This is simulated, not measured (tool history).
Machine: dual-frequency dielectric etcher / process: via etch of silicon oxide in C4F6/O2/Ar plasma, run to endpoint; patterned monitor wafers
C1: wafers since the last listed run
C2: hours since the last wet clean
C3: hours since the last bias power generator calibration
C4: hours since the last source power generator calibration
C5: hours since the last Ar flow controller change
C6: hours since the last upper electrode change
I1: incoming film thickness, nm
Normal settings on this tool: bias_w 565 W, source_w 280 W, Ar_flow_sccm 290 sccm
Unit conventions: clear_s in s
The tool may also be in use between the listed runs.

{"run": 1, "hour": 0.0, "bias_w": 565, "source_w": 280, "Ar_flow_sccm": 290, "C1": 0, "C2": 564.7, "C3": 3068, "C4": 911.8, "C5": 3622.1, "C6": 2638.1, "I1": 194.5, "clear_s": 42.6}
{"hour": 122.6, "done": "wet clean of the chamber"}
{"run": 2, "hour": 233.5, "bias_w": 565, "source_w": 280, "Ar_flow_sccm": 290, "C1": 4031, "C2": 110.9, "C3": 3301.5, "C4": 1145.3, "C5": 3855.6, "C6": 2871.6, "I1": 195, "clear_s": 43.8}
{"run": 3, "hour": 279.8, "bias_w": 565, "source_w": 280, "Ar_flow_sccm": 290, "C1": 890, "C2": 157.2, "C3": 3347.8, "C4": 1191.6, "C5": 3901.9, "C6": 2917.9, "I1": 194.6, "clear_s": 43.7}
{"run": 4, "hour": 320.4, "bias_w": 565, "source_w": 280, "Ar_flow_sccm": 290, "C1": 781, "C2": 197.8, "C3": 3388.4, "C4": 1232.2, "C5": 3942.5, "C6": 2958.5, "I1": 196.2, "clear_s": 43.9}
{"run": 5, "hour": 402.1, "bias_w": 565, "source_w": 280, "Ar_flow_sccm": 290, "C1": 1572, "C2": 279.5, "C3": 3470.1, "C4": 1313.9, "C5": 4024.2, "C6": 3040.2, "I1": 196.9, "clear_s": 44.4}
{"run": 6, "hour": 482.1, "bias_w": 565, "source_w": 280, "Ar_flow_sccm": 290, "C1": 1539, "C2": 359.5, "C3": 3550.1, "C4": 1393.9, "C5": 4104.2, "C6": 3120.2, "I1": 195.6, "clear_s": 43.5}
{"run": 7, "hour": 528.6, "bias_w": 565, "source_w": 280, "Ar_flow_sccm": 263, "C1": 894, "C2": 406, "C3": 3596.6, "C4": 1440.4, "C5": 4150.7, "C6": 3166.7, "I1": 198.2, "clear_s": 43.4}
{"run": 8, "hour": 581.0, "bias_w": 565, "source_w": 280, "Ar_flow_sccm": 263, "C1": 1008, "C2": 458.4, "C3": 3649, "C4": 1492.8, "C5": 4203.1, "C6": 3219.1, "I1": 194.5, "clear_s": 42.7}
{"run": 9, "hour": 641.5, "bias_w": 565, "source_w": 280, "Ar_flow_sccm": 290, "C1": 1164, "C2": 518.9, "C3": 3709.5, "C4": 1553.3, "C5": 4263.6, "C6": 3279.6, "I1": 195.3, "clear_s": 42.7}
{"hour": 689.1, "done": "wet clean of the chamber"}
{"run": 10, "hour": 710.8, "bias_w": 565, "source_w": 280, "Ar_flow_sccm": 290, "C1": 871, "C2": 21.7, "C3": 3778.8, "C4": 1622.6, "C5": 4332.9, "C6": 3348.9, "I1": 194.2, "clear_s": 44.5}
{"run": 11, "hour": 811.0, "bias_w": 565, "source_w": 280, "Ar_flow_sccm": 290, "C1": 1927, "C2": 121.9, "C3": 3879, "C4": 1722.8, "C5": 4433.1, "C6": 3449.1, "I1": 193, "clear_s": 43.7}
{"hour": 870.9, "done": "bias power generator calibrated"}
{"run": 12, "hour": 883.0, "bias_w": 565, "source_w": 260, "Ar_flow_sccm": 333, "C1": 1308, "C2": 193.9, "C3": 12.1, "C4": 1794.8, "C5": 4505.1, "C6": 3521.1, "I1": 194.1, "clear_s": 46}
{"run": 13, "hour": 931.7, "bias_w": 473, "source_w": 310, "Ar_flow_sccm": 253, "C1": 937, "C2": 242.6, "C3": 60.8, "C4": 1843.5, "C5": 4553.8, "C6": 3569.8, "I1": 196.2, "clear_s": 44.1}
{"run": 14, "hour": 986.6, "bias_w": 565, "source_w": 280, "Ar_flow_sccm": 290, "C1": 1056, "C2": 297.5, "C3": 115.7, "C4": 1898.4, "C5": 4608.7, "C6": 3624.7, "I1": 195.1, "clear_s": 44.2}
{"hour": 1069.0, "done": "Ar flow controller replaced"}
{"run": 15, "hour": 1069.5, "bias_w": 565, "source_w": 350, "Ar_flow_sccm": 290, "C1": 1479, "C2": 380.4, "C3": 198.6, "C4": 1981.3, "C5": 0.5, "C6": 3707.6, "I1": 192.7, "clear_s": 39.4}
{"hour": 1147.7, "done": "upper electrode replaced"}
{"run": 16, "hour": 1148.2, "bias_w": 631, "source_w": 340, "Ar_flow_sccm": 360, "C1": 1052, "C2": 459.1, "C3": 277.3, "C4": 2060, "C5": 79.2, "C6": 0.5, "I1": 194.4, "clear_s": 39}

Expected results for the next run?
{"hour": 1350.2, "done": "wet clean of the chamber"}
{"hour": 1360.5, "done": "source power generator calibrated"}
{"run": 17, "hour": 1397.0, "bias_w": 565, "source_w": 280, "Ar_flow_sccm": 258, "C1": 4248, "C2": 46.8, "C3": 526.1, "C4": 36.5, "C5": 328, "C6": 249.3, "I1": 195.6, "clear_s": "?"}

Run 17 gave clear_s 43.8 s.
Had the tool carried no hidden state, the very same run would have given clear_s 43.8 s.
